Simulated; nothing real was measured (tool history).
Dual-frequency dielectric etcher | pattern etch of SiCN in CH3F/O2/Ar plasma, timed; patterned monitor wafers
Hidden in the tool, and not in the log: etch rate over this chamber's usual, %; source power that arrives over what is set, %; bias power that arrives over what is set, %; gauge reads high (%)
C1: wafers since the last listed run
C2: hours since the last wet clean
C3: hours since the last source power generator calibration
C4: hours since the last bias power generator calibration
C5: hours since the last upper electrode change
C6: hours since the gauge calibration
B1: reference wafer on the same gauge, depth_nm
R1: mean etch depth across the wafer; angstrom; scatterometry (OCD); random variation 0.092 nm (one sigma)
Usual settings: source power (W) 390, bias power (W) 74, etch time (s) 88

Run 1, hour 0: usual settings but etch time (s) 98; C1 0; C2 205.7; C3 2259.6; C4 3816.1; C5 4111.7; C6 15.9; B1 32.7. Result: R1 371.8 angstrom.
Run 2, hour 18: usual settings but etch time (s) 98; C1 265; C2 223.7; C3 2277.6; C4 3834.1; C5 4129.7; C6 33.9; B1 32.69. Result: R1 370.3 angstrom.
Run 3, hour 34.2: usual settings but etch time (s) 98; C1 239; C2 239.9; C3 2293.8; C4 3850.3; C5 4145.9; C6 50.1; B1 32.71. Result: R1 371.3 angstrom.
Run 4, hour 40.9: usual settings; C1 98; C2 246.6; C3 2300.5; C4 3857; C5 4152.6; C6 56.8; B1 32.72. Result: R1 334 angstrom.
Run 5, hour 49.2: usual settings; C1 122; C2 254.9; C3 2308.8; C4 3865.3; C5 4160.9; C6 65.1; B1 32.66. Result: R1 333.8 angstrom.
Run 6, hour 57.3: usual settings but source power (W) 460, bias power (W) 79; C1 119; C2 263; C3 2316.9; C4 3873.4; C5 4169; C6 73.2; B1 32.68. Result: R1 362.9 angstrom.
Run 7, hour 74.9: usual settings but source power (W) 460, bias power (W) 79; C1 259; C2 280.6; C3 2334.5; C4 3891; C5 4186.6; C6 90.8; B1 32.71. Result: R1 360.6 angstrom.
Run 8, hour 87: usual settings but bias power (W) 86; C1 178; C2 292.7; C3 2346.6; C4 3903.1; C5 4198.7; C6 102.9; B1 32.7. Result: R1 344.6 angstrom.
Run 9, hour 102.9: usual settings but source power (W) 370; C1 234; C2 308.6; C3 2362.5; C4 3919; C5 4214.6; C6 118.8; B1 32.73. Result: R1 325.2 angstrom.
At hour 136.7: bias power generator calibrated.
Run 10, hour 145.4: usual settings but source power (W) 370; C1 568; C2 351.1; C3 2405; C4 8.7; C5 4257.1; C6 161.3; B1 32.74. Result: R1 324.2 angstrom.
Run 11, hour 151.9: usual settings but source power (W) 370; C1 95; C2 357.6; C3 2411.5; C4 15.2; C5 4263.6; C6 167.8; B1 32.72. Result: R1 324 angstrom.
Run 12, hour 162.5: usual settings; C1 156; C2 368.2; C3 2422.1; C4 25.8; C5 4274.2; C6 178.4; B1 32.66. Result: R1 330.3 angstrom.
At hour 178.1: gauge calibrated.
At hour 201: wet clean of the chamber.
Run 13, hour 201.5: usual settings but source power (W) 340, bias power (W) 87, etch time (s) 68.5; C1 221; C2 0.5; C3 2461.1; C4 64.8; C5 4313.2; C6 23.4; B1 32.66. Result: R1 263.7 angstrom.
Run 14, hour 201.8: usual settings; C1 4; C2 0.8; C3 2461.4; C4 65.1; C5 4313.5; C6 23.7; B1 32.66. Result: R1 344.9 angstrom.
Run 15, hour 202.2: usual settings but bias power (W) 65, etch time (s) 111; C1 5; C2 1.2; C3 2461.8; C4 65.5; C5 4313.9; C6 24.1; B1 32.67. Result: R1 421.4 angstrom.
Run 16, hour 214.5: usual settings but source power (W) 460, bias power (W) 67, etch time (s) 69; C1 181; C2 13.5; C3 2474.1; C4 77.8; C5 4326.2; C6 36.4; B1 32.68. Result: R1 281.7 angstrom.
At hour 225.2: source power generator calibrated.
At hour 241.2: upper electrode replaced.
At hour 258.4: wet clean of the chamber, repeated, since the last time left the tool worse.
Run 17, hour 258.9: usual settings but source power (W) 490, bias power (W) 56; C1 106; C2 0.5; C3 33.7; C4 122.2; C5 17.7; C6 80.8; B1 32.68. Result: R1 347.4 angstrom.
Run 18, hour 270: usual settings but source power (W) 460, bias power (W) 79; C1 163; C2 11.6; C3 44.8; C4 133.3; C5 28.8; C6 91.9; B1 32.71. Result: R1 366 angstrom.
Run 19, hour 283.1: usual settings; C1 193; C2 24.7; C3 57.9; C4 146.4; C5 41.9; C6 105; B1 32.75. Result: R1 338 angstrom.
Run 20, hour 298.3: usual settings but source power (W) 320, bias power (W) 62; C1 224; C2 39.9; C3 73.1; C4 161.6; C5 57.1; C6 120.2; B1 32.69. Result: R1 299.3 angstrom.
Run 21, hour 305.3: usual settings but bias power (W) 58, etch time (s) 80.5; C1 103; C2 46.9; C3 80.1; C4 168.6; C5 64.1; C6 127.2; B1 32.66. Result: R1 292.1 angstrom.
Run 22, hour 312.8: usual settings but bias power (W) 57; C1 110; C2 54.4; C3 87.6; C4 176.1; C5 71.6; C6 134.7; B1 32.7. Result: R1 317.3 angstrom.
Run 23, hour 326.2: usual settings but source power (W) 350, bias power (W) 57, etch time (s) 65; C1 197; C2 67.8; C3 101; C4 189.5; C5 85; C6 148.1; B1 32.72. Result: R1 224 angstrom.
Run 24, hour 332.9: usual settings; C1 98; C2 74.5; C3 107.7; C4 196.2; C5 91.7; C6 154.8; B1 32.67. Result: R1 335.2 angstrom.
Run 25, hour 340.7: usual settings but source power (W) 430, bias power (W) 60, etch time (s) 104.5; C1 115; C2 82.3; C3 115.5; C4 204; C5 99.5; C6 162.6; B1 32.69. Result: R1 396.8 angstrom.

Forecast each of these 4 alternatives for the next run:
Run A, hour 341.1: usual settings but etch time (s) 81; C1 5; C2 82.7; C3 115.9; C4 204.4; C5 99.9; C6 163; B1 ?. Result: R1 ?.
Run B, hour 341.1: usual settings but bias power (W) 57, etch time (s) 97; C1 5; C2 82.7; C3 115.9; C4 204.4; C5 99.9; C6 163; B1 ?. Result: R1 ?.
Run C, hour 341.1: usual settings but bias power (W) 67, etch time (s) 64; C1 5; C2 82.7; C3 115.9; C4 204.4; C5 99.9; C6 163; B1 ?. Result: R1 ?.
Run D, hour 341.1: usual settings but bias power (W) 60, etch time (s) 110.5; C1 5; C2 82.7; C3 115.9; C4 204.4; C5 99.9; C6 163; B1 ?. Result: R1 ?.

run     B1     R1
  A  32.72  311.2
  B  32.72    352
  C  32.72  240.4
  D  32.72  405.2
Without the tool's hidden state the same runs would have given:
run     R1
  A  310.9
  B  351.6
  C  240.1
  D  404.8
